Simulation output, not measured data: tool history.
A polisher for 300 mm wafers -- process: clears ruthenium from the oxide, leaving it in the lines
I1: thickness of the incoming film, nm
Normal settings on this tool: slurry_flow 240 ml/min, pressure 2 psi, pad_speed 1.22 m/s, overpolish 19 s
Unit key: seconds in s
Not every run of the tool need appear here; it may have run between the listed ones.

run 1 hour=0 | slurry_flow=240 pressure=2.3 pad_speed=1.22 overpolish=19 | I1=100.1 | seconds=74.8
run 2 hour=15.4 | slurry_flow=240 pressure=2.3 pad_speed=1.22 overpolish=19 | I1=99.5 | seconds=74.5
run 3 hour=45.9 | slurry_flow=240 pressure=2 pad_speed=1.22 overpolish=19 | I1=99.7 | seconds=83.5
-- hour=70.8 worn pad replaced by a new one
run 4 hour=81.5 | slurry_flow=240 pressure=2 pad_speed=1.22 overpolish=19 | I1=97.9 | seconds=79.6
run 5 hour=107.2 | slurry_flow=240 pressure=2 pad_speed=1.22 overpolish=19 | I1=101.2 | seconds=82.5
run 6 hour=129.8 | slurry_flow=240 pressure=1.5 pad_speed=1.22 overpolish=26 | I1=100.9 | seconds=100.6
run 7 hour=158.4 | slurry_flow=240 pressure=1.6 pad_speed=1.12 overpolish=19 | I1=100.7 | seconds=103.6
run 8 hour=194.3 | slurry_flow=210 pressure=2 pad_speed=1.22 overpolish=19 | I1=100.6 | seconds=83.7
run 9 hour=216.1 | slurry_flow=240 pressure=2 pad_speed=1.22 overpolish=21 | I1=100.9 | seconds=82.5
run 10 hour=232 | slurry_flow=240 pressure=2 pad_speed=1.22 overpolish=21 | I1=101.7 | seconds=84.8
-- hour=239.6 worn pad replaced by a new one
run 11 hour=251.8 | slurry_flow=240 pressure=2 pad_speed=1.22 overpolish=19 | I1=101.6 | seconds=83.5
-- hour=262.4 head pressure recalibrated
run 12 hour=280.6 | slurry_flow=210 pressure=2.2 pad_speed=1.22 overpolish=19 | I1=99.9 | seconds=76.2
run 13 hour=311.7 | slurry_flow=210 pressure=2.2 pad_speed=1.22 overpolish=19 | I1=101.4 | seconds=78.5
run 14 hour=324 | slurry_flow=210 pressure=2.2 pad_speed=1.22 overpolish=19 | I1=100.2 | seconds=79.2
run 15 hour=339.5 | slurry_flow=320 pressure=1.4 pad_speed=1.22 overpolish=19 | I1=98.9 | seconds=102.1
run 16 hour=365.5 | slurry_flow=240 pressure=2 pad_speed=1.22 overpolish=19 | I1=102 | seconds=83.4
run 17 hour=393.9 | slurry_flow=240 pressure=2.6 pad_speed=1.22 overpolish=19 | I1=98.7 | seconds=67.7
-- hour=402.7 slurry nozzle cleaned
run 18 hour=418.5 | slurry_flow=320 pressure=2.6 pad_speed=0.94 overpolish=9 | I1=101.1 | seconds=82.8
run 19 hour=442.9 | slurry_flow=240 pressure=2 pad_speed=1.52 overpolish=19 | I1=99.2 | seconds=67
-- hour=448.5 worn pad replaced by a new one
run 20 hour=477.4 | slurry_flow=240 pressure=1.6 pad_speed=1.12 overpolish=19 | I1=99.9 | seconds=102.9
run 21 hour=491.8 | slurry_flow=240 pressure=1.8 pad_speed=1.56 overpolish=28 | I1=101.2 | seconds=72.5
run 22 hour=517.7 | slurry_flow=240 pressure=1.4 pad_speed=1.22 overpolish=19 | I1=99.9 | seconds=106.1
run 23 hour=553.6 | slurry_flow=240 pressure=2 pad_speed=1.62 overpolish=25 | I1=100 | seconds=63.9
run 24 hour=576.6 | slurry_flow=220 pressure=2.6 pad_speed=1.38 overpolish=22 | I1=98.2 | seconds=60.7
run 25 hour=597.1 | slurry_flow=240 pressure=2 pad_speed=1.52 overpolish=19 | I1=100.7 | seconds=67.2
-- hour=635 worn pad replaced by a new one
run 26 hour=666.5 | slurry_flow=240 pressure=2 pad_speed=1.22 overpolish=19 | I1=99.9 | seconds=82.8
run 27 hour=681.9 | slurry_flow=270 pressure=2.2 pad_speed=1.22 overpolish=19 | I1=99.1 | seconds=72.9
run 28 hour=709.1 | slurry_flow=240 pressure=2 pad_speed=1.02 overpolish=19 | I1=101.1 | seconds=96.4

Consider 5 possible next runs. They are alternatives, not a sequence: every one starts from the tool as it was left by run 28. What does each give?
run A hour=709.6 | slurry_flow=240 pressure=2 pad_speed=1.22 overpolish=19 | I1=101 | seconds=?
run B hour=709.6 | slurry_flow=290 pressure=2 pad_speed=0.82 overpolish=19 | I1=101 | seconds=?
run C hour=709.6 | slurry_flow=310 pressure=1.3 pad_speed=1.22 overpolish=22 | I1=101 | seconds=?
run D hour=709.6 | slurry_flow=325 pressure=1.7 pad_speed=1.22 overpolish=19 | I1=101 | seconds=?
run E hour=709.6 | slurry_flow=210 pressure=2.4 pad_speed=0.96 overpolish=9 | I1=101 | seconds=?

run=A seconds=84.1
run=B seconds=116.3
run=C seconds=109.9
run=D seconds=91.6
run=E seconds=92.1
With the hidden condition removed and each run's random variation left untouched, the same runs would have given:
run=A seconds=84.1
run=B seconds=116.3
run=C seconds=109.9
run=D seconds=91.6
run=E seconds=92.1

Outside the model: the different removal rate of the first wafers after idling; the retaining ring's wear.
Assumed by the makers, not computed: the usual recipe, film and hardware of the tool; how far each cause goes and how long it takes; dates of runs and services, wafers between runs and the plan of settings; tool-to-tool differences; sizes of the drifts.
